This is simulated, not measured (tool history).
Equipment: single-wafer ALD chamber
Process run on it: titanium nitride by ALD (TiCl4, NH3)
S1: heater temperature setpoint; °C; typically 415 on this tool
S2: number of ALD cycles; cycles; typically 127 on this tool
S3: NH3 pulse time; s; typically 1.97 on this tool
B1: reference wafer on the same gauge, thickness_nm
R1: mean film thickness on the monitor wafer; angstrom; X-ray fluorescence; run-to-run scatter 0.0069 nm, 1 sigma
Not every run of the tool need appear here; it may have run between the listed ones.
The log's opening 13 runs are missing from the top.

run     day   S1   S2    S3     B1     R1
 14   5.912  415  127  1.97  2.282  27.52
 15   6.246  415  127  1.97  2.283  27.49
 16   6.800  415  127  1.97  2.283  27.58
 17   7.329  415  127  1.97  2.283  27.62
 18   7.742  404  127  2.25  2.285  27.74
 19   8.021  415  127  1.97  2.286  27.62
 20   8.692  415  127  1.97  2.286  27.61
 21   9.433  421  114  2.55  2.286  25.08
 22   9.996  415  127  1.97  2.288  27.65
 23  10.400  428  127  1.97  2.291  27.58
 24  11.046  404  113  1.28  2.290  23.64
 25  11.450  415  127  1.97  2.292  27.63
     12.179  -- gauge calibrated
     12.692  -- thermocouple changed; heater temperature recalibrated
 26  12.950  415  127  1.97  2.274  27.51
 27  13.288  415  118  2.29  2.274  25.79
 28  13.892  421  127  1.97  2.275  27.59
     14.504  -- showerhead replaced
 29  14.525  407  127  2.45  2.278  27.65

Run 30 is up next; what results do you expect?
 30  15.167  415  127  1.97   ?   ?

Logged for run 30: B1 2.277, R1 27.62 angstrom.
Minus the tool's unlogged condition, the same run would have read R1 27.52 angstrom.

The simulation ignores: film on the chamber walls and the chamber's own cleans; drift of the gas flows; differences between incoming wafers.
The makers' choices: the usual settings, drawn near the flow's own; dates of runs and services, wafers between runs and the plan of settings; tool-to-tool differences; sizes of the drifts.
